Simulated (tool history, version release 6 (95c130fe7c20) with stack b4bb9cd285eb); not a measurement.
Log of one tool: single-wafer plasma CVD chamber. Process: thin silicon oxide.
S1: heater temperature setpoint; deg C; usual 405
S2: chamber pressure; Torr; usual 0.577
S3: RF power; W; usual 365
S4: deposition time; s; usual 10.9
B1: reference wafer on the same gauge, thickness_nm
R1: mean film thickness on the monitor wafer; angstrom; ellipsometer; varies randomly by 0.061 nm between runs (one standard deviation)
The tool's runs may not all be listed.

run     day   S1     S2   S3    S4      B1      R1
  1   0.000  405  0.671  365  10.9  12.921  175.49
  2   1.508  405  0.577  365  10.9  12.915  151.37
  3   4.421  405  0.577  365  10.9  12.910  150.76
  4   7.533  405  0.577  365  10.9  12.897  150.75
      9.362  -- capacitance manometer re-zeroed and calibrated
  5  10.262  394  0.502  365  12.2  12.910  152.17
  6  13.583  392  0.484  365  10.9  12.903  131.87
  7  16.154  405  0.577  435  10.9  12.891  161.40
     24.483  -- gauge calibrated
  8  24.833  405  0.577  365  10.1  12.875  142.69
  9  26.675  405  0.577  365  10.9  12.891  154.96
 10  28.767  399  0.577  365  13.0  12.895  184.44
 11  30.354  405  0.577  365  10.9  12.896  154.08
     32.342  -- thermocouple changed; heater temperature recalibrated
 12  42.038  416  0.658  365   9.8  12.897  155.78
 13  44.771  410  0.577  365  10.9  12.904  152.12
 14  48.933  405  0.519  365  10.9  12.917  137.02
 15  51.200  405  0.577  425  10.9  12.902  158.78
 16  55.012  415  0.447  365  10.9  12.877  116.17
     55.417  -- RF generator calibrated
 17  59.250  405  0.577  365  10.9  12.898  154.97
 18  63.558  405  0.500  410  10.9  12.916  137.56
 19  68.008  391  0.577  365  12.0  12.882  170.91
 20  72.462  420  0.677  365  10.9  12.907  176.68
 21  75.821  405  0.577  365  10.9  12.889  153.82
 22  79.358  411  0.577  365  10.9  12.892  151.25
 23  82.229  397  0.577  305  12.0  12.905  159.49
 24  86.412  401  0.458  415  12.1  12.929  138.26

Run 25 has not been measured yet. What should we expect?
 25  88.346  415  0.447  365  10.9   ?   ?

Run 25 came out at B1 12.906, R1 115.36 angstrom.
With the hidden condition absent and the run-to-run variation left alone, this run would have shown R1 119.84 angstrom.
